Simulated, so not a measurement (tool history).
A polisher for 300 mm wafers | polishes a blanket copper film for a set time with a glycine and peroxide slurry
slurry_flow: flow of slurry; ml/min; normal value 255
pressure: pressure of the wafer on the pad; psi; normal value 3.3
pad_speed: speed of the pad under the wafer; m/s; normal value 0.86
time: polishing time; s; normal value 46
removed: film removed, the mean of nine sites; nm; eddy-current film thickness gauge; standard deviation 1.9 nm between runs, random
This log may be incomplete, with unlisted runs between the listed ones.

run   hour  slurry_flow  pressure  pad_speed  time  wafers since the last listed run  wafers polished on this pad  hours since the slurry nozzle was cleaned  hours since the head pressure was calibrated  incoming thickness of the incoming film, nm  removed
  1    0.0          255       3.3       0.86    41                                 0                          452                                      432.9                                         261.1                                       1389.9    184.6
  2   17.3          255       3.3       0.86    41                               159                          611                                      450.2                                         278.4                                       1373.5    181.6
  3   27.3          255       3.3       0.86    46                                92                          703                                      460.2                                         288.4                                       1375.1    205.3
  4   41.3          255       3.3       0.86    46                               129                          833                                      474.2                                         302.4                                       1379.3    203.4
  5   56.3          255       3.3       0.86    46                               138                          971                                      489.2                                         317.4                                       1354.4    202.4
      63.4  -- worn pad replaced by a new one
  6   71.3          255       3.3       0.86    46                               101                           72                                      504.2                                         332.4                                       1371.8    189.3
      77.1  -- slurry nozzle cleaned
  7   93.6          255       3.3       1.06    38                               196                          268                                       16.5                                         354.7                                       1368.6    181.2
  8  101.8          255       3.3       1.06    38                                75                          344                                       24.7                                         362.9                                       1384.8    177.9
     109.4  -- worn pad replaced by a new one, repeated, since the last time left the tool worse
  9  110.7          255       3.3       1.06    38                                45                           12                                       33.6                                         371.8                                       1366.6    212.8
 10  120.7          255       3.3       1.00    46                                92                          104                                       43.6                                         381.8                                       1368.1    242.7
 11  135.3          290       4.0       1.02    53                               134                          239                                       58.2                                         396.4                                       1383.8    336.3
 12  142.7          280       3.3       0.94    46                                68                          307                                       65.6                                         403.8                                       1376.9    235.1
 13  153.5          200       2.3       0.60    35                                99                          406                                       76.4                                         414.6                                       1380.9     89.0
 14  161.7          255       3.3       1.06    38                                75                          482                                       84.6                                         422.8                                       1339.4    207.0
     166.8  -- head pressure recalibrated
 15  179.1          255       3.3       0.86    41                               142                          624                                      102.0                                          12.3                                       1356.0    185.1
 16  195.9          230       3.3       0.86    46                               154                          779                                      118.8                                          29.1                                       1360.1    200.7
 17  210.1          340       3.0       0.76    46                               130                          910                                      133.0                                          43.3                                       1371.5    174.4
     227.2  -- worn pad replaced by a new one
 18  227.7          255       3.3       0.86    46                               125                            4                                      150.6                                          60.9                                       1378.0    215.2
 19  237.9          255       4.4       0.86    46                                94                           99                                      160.8                                          71.1                                       1379.0    273.9
 20  245.5          255       3.3       0.98    46                                70                          169                                      168.4                                          78.7                                       1371.3    238.7

Forecast each of these 4 alternatives for the next run:
  A  245.9          255       3.3       0.86    36                                 3                          172                                      168.8                                          79.1                                       1350.4        ?
  B  245.9          255       3.3       0.60    46                                 3                          172                                      168.8                                          79.1                                       1350.4        ?
  C  245.9          215       4.0       0.58    33                                 3                          172                                      168.8                                          79.1                                       1350.4        ?
  D  245.9          255       3.3       0.86    59                                 3                          172                                      168.8                                          79.1                                       1350.4        ?

run  removed
  A    168.7
  B    161.7
  C    128.5
  D    276.6
The same runs, with their run-to-run variation unchanged, on a tool lacking any hidden condition would have given:
run  removed
  A    170.7
  B    163.6
  C    130.0
  D    279.8
